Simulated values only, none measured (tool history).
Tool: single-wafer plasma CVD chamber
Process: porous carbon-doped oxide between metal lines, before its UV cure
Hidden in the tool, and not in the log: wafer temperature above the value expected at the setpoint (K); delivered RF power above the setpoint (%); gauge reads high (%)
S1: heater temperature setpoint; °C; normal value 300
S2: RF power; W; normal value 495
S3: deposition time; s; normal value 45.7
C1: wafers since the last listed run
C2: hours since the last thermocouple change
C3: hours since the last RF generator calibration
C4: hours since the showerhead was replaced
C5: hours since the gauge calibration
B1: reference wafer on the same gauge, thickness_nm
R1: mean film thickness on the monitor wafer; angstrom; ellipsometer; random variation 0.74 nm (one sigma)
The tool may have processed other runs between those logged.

run,hour,S1,S2,S3,C1,C2,C3,C4,C5,B1,R1
1,0.0,300,495,45.7,0,1376.1,998.9,5575.7,252.1,277.722,2399.03
2,73.4,300,495,45.7,1386,1449.5,1072.3,5649.1,325.5,278.013,2407.40
3,140.8,300,495,45.7,1273,1516.9,1139.7,5716.5,392.9,277.961,2390.66
4,216.0,300,420,45.7,1420,1592.1,1214.9,5791.7,468.1,277.799,1987.58
5,310.4,300,495,45.7,1783,1686.5,1309.3,5886.1,562.5,278.113,2400.94
# hour 346.3: RF generator calibrated
6,402.7,300,495,45.7,1592,1778.8,56.4,5978.4,654.8,277.901,2497.21
7,447.2,300,495,45.7,840,1823.3,100.9,6022.9,699.3,278.216,2492.45
8,522.1,304,545,45.7,1414,1898.2,175.8,6097.8,774.2,277.995,2671.76
# hour 564.5: gauge calibrated
9,612.4,313,440,52.5,1705,1988.5,266.1,6188.1,47.9,277.997,2338.05

Estimate the outcome of run 10 from the log above:
# hour 636.2: showerhead replaced
10,718.6,300,445,45.7,1854,2094.7,372.3,82.4,154.1,?,?

B1: 278.144
R1: 2238.25 angstrom
Had the tool carried no hidden state, the very same run would have given R1 2169.68 angstrom.
